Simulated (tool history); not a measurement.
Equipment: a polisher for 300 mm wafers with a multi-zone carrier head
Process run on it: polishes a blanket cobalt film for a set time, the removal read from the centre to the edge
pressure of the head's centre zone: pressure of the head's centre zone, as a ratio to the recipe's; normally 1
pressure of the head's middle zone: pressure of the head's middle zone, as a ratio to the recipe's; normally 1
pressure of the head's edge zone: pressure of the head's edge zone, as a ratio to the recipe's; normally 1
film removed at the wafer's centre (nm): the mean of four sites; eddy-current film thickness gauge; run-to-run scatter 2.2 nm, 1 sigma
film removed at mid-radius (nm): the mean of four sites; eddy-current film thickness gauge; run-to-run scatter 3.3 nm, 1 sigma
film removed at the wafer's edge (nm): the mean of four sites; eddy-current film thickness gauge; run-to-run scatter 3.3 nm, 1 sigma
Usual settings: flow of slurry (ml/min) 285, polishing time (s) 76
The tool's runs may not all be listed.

run	day	flow of slurry (ml/min)	pressure of the head's centre zone	pressure of the head's middle zone	pressure of the head's edge zone	polishing time (s)	wafers since the last listed run	wafers polished on this pad	hours since the slurry nozzle was cleaned	hours since the centre zone pressure was calibrated	hours since the edge zone pressure was calibrated	hours since the carrier head's membrane was replaced	incoming thickness of the incoming film, nm	film removed at the wafer's centre (nm)	film removed at mid-radius (nm)	film removed at the wafer's edge (nm)
1	0	285	1	0.9	1	76	0	44	703.9	75.7	411.6	6.6	832.5	263.2	240	261.4
2	2.492	285	1	1	1	76	402	446	763.7	135.5	471.4	66.4	851.7	262.8	266.1	259.9
# day 6.342: slurry nozzle cleaned
3	10.267	285	1	1	1	76	1249	1695	94.2	322.1	658	253	841	268.5	260.6	265.2
4	12.162	285	1	1	1	76	306	2001	139.7	367.6	703.5	298.5	847	265.6	259.1	260.8
5	14.288	285	1.07	1	1	102	343	2345	190.7	418.6	754.5	349.5	853	385.2	353.3	351.9
6	15.721	325	1	0.91	1	76	231	2576	225.1	453	788.9	383.9	851.1	268.8	244.3	261.7
7	17.825	285	1	1	1	76	339	2916	275.6	503.5	839.4	434.4	832.3	268.8	256.6	260.5
8	20.154	215	1	1	1	51	376	3292	331.5	559.4	895.3	490.3	845	171.2	167.5	172.1
9	21.371	320	1.07	1	1.11	50	196	3489	360.7	588.6	924.5	519.5	862.8	193.8	173.3	179.1
10	23.471	250	1.12	1	1	98	339	3828	411.1	639	974.9	569.9	832.5	382.7	321.1	327.7
# day 24.492: worn pad replaced by a new one
11	26.167	285	1	1	1	76	408	270	475.8	703.7	1039.6	634.6	846.8	274.2	258.8	262.1
# day 27.771: centre zone pressure recalibrated
# day 29.238: carrier head's membrane replaced by a new one
12	29.9	370	1	1	1.05	96	555	826	565.4	51.1	1129.2	15.9	835.7	338.9	340.3	344.1
13	32.65	285	0.94	1	1	76	444	1271	631.4	117.1	1195.2	81.9	847.7	248.4	264.2	253.4
# day 33.096: edge zone pressure recalibrated
14	35.392	285	1.08	1.08	1.09	100	429	1700	697.2	182.9	55.1	147.7	848.9	376.2	364.9	352.1
15	37.508	285	0.91	1	0.9	97	341	2042	748	233.7	105.9	198.5	851.5	310.4	339.7	318
# day 39.567: slurry nozzle cleaned
16	40.054	350	1.1	1	0.97	76	404	2446	11.7	294.8	167	259.6	845.7	299.9	268.7	257.4
17	41.317	285	1.06	0.95	1	76	203	2650	42	325.1	197.3	289.9	855.7	282.5	251.3	254.6
18	43	285	1.11	1	0.92	92	271	2922	82.4	365.5	237.7	330.3	849.7	362.4	314.2	301.8
# day 47.2: worn pad replaced by a new one
19	51.983	285	1	1	1.09	76	1424	772	298	581.1	453.3	545.9	841.8	271	257.1	271
20	54.204	285	0.9	0.88	1.08	89	358	1131	351.3	634.4	506.6	599.2	837.6	288.2	277	326.3
21	56.896	285	1	1	1	76	434	1566	415.9	699	571.2	663.8	850.4	270.9	257.6	262.5
22	58.95	285	1	1	1.1	76	331	1898	465.2	748.3	620.5	713.1	861.6	271.7	260.6	268.8
# day 60.408: centre zone pressure recalibrated
23	60.954	285	0.95	0.92	1.03	68	310	2208	513.3	13.1	668.6	761.2	858.3	227	219.7	236.8

Take each entry between the runs: how does the hidden state at the last listed run before it differ from the hidden state at the first listed run after it?
Run 2 -> run 3: slurry nozzle cleaned (day 6.342)
  deviation of the centre zone's pressure from its setpoint, %: 0.532 -> 1.45
  the result without the hidden state subtracted from the measured one, film removed at the wafer's centre (nm): +1.4 -> +3.7
Run 10 -> run 11: worn pad replaced by a new one (day 24.492)
  deviation of the centre zone's pressure from its setpoint, %: 3 -> 3.32
  the result without the hidden state subtracted from the measured one, film removed at the wafer's centre (nm): +10.6 -> +8.4
Run 11 -> run 12: centre zone pressure recalibrated (day 27.771); carrier head's membrane replaced by a new one (day 29.238)
  deviation of the centre zone's pressure from its setpoint, %: 3.32 -> 0.255
  the result without the hidden state subtracted from the measured one, film removed at the wafer's centre (nm): +8.4 -> +0.8
Run 13 -> run 14: edge zone pressure recalibrated (day 33.096)
  deviation of the centre zone's pressure from its setpoint, %: 0.579 -> 0.902
  the result without the hidden state subtracted from the measured one, film removed at the wafer's centre (nm): +1.3 -> +3.2
Run 15 -> run 16: slurry nozzle cleaned (day 39.567)
  deviation of the centre zone's pressure from its setpoint, %: 1.15 -> 1.45
  the result without the hidden state subtracted from the measured one, film removed at the wafer's centre (nm): +3.4 -> +4.1
Run 18 -> run 19: worn pad replaced by a new one (day 47.2)
  deviation of the centre zone's pressure from its setpoint, %: 1.8 -> 2.85
  the result without the hidden state subtracted from the measured one, film removed at the wafer's centre (nm): +6.1 -> +7.2
Run 22 -> run 23: centre zone pressure recalibrated (day 60.408)
  deviation of the centre zone's pressure from its setpoint, %: 3.67 -> -0.127
  the result without the hidden state subtracted from the measured one, film removed at the wafer's centre (nm): +9.3 -> -0.2

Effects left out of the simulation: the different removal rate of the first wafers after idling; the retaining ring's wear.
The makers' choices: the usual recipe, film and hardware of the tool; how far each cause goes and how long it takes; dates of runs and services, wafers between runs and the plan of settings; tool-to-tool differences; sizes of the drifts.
